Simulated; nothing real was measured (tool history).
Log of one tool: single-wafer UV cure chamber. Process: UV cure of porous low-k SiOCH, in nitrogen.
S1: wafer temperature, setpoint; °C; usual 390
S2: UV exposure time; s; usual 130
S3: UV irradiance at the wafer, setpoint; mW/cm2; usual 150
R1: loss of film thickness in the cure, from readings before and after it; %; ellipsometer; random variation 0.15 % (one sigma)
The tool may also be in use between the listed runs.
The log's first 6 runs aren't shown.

At hour 495.4: quartz window cleaned.
Run 7, hour 495.9: usual settings. Result: R1 10.536 %.
Run 8, hour 541: usual settings. Result: R1 10.74 %.
Run 9, hour 646.5: usual settings. Result: R1 10.51 %.
At hour 707.5: UV bulbs replaced.
Run 10, hour 745.4: usual settings. Result: R1 10.431 %.
Run 11, hour 943: usual settings but S1 400 °C, S3 178 mW/cm2. Result: R1 10.802 %.
At hour 990.7: quartz window cleaned.
Run 12, hour 1043.4: usual settings. Result: R1 10.788 %.
Run 13, hour 1097.3: usual settings. Result: R1 10.691 %.
Run 14, hour 1191.8: usual settings but S3 162 mW/cm2. Result: R1 10.774 %.
Run 15, hour 1264.8: usual settings but S3 162 mW/cm2. Result: R1 10.756 %.
Run 16, hour 1336.1: usual settings but S3 137 mW/cm2. Result: R1 9.777 %.
At hour 1416.3: quartz window cleaned.
Run 17, hour 1420.9: usual settings but S3 162 mW/cm2. Result: R1 10.759 %.
Run 18, hour 1509.4: usual settings but S1 406 °C, S2 55 s, S3 170 mW/cm2. Result: R1 7.909 %.
Run 19, hour 1568.3: usual settings but S1 383 °C, S2 155 s, S3 180 mW/cm2. Result: R1 12.024 %.
Run 20, hour 1609: usual settings but S2 65 s. Result: R1 7.511 %.
Run 21, hour 1662.3: usual settings. Result: R1 10.351 %.
Run 22, hour 1717.4: usual settings but S1 395 °C. Result: R1 10.443 %.
Run 23, hour 1780: usual settings but S1 374 °C, S2 80 s. Result: R1 7.862 %.
At hour 1841.2: quartz window cleaned.
Run 24, hour 1887.4: usual settings but S1 377 °C, S2 55 s. Result: R1 6.902 %.
Run 25, hour 1952.9: usual settings but S1 405 °C, S3 112 mW/cm2. Result: R1 9.562 %.
Run 26, hour 2003.3: usual settings. Result: R1 10.353 %.
Run 27, hour 2070.6: usual settings. Result: R1 10.417 %.
Run 28, hour 2178.5: usual settings but S1 404 °C, S2 65 s. Result: R1 7.529 %.
Run 29, hour 2266.5: usual settings but S1 373 °C, S2 185 s, S3 136 mW/cm2. Result: R1 10.638 %.
At hour 2295: quartz window cleaned.
Run 30, hour 2350.2: usual settings. Result: R1 10.513 %.

3 ways to go on from here, each from the tool as it stands after run 30. What would each give?
Run A, hour 2350.7: usual settings. Result: R1 ?.
Run B, hour 2350.7: usual settings but S2 105 s, S3 163 mW/cm2. Result: R1 ?.
Run C, hour 2350.7: usual settings but S1 378 °C, S2 60 s, S3 160 mW/cm2. Result: R1 ?.

run      R1
  A  10.715
  B  10.138
  C   7.503
Without the tool's hidden state the same runs would have given:
run      R1
  A  10.736
  B  10.158
  C   7.522
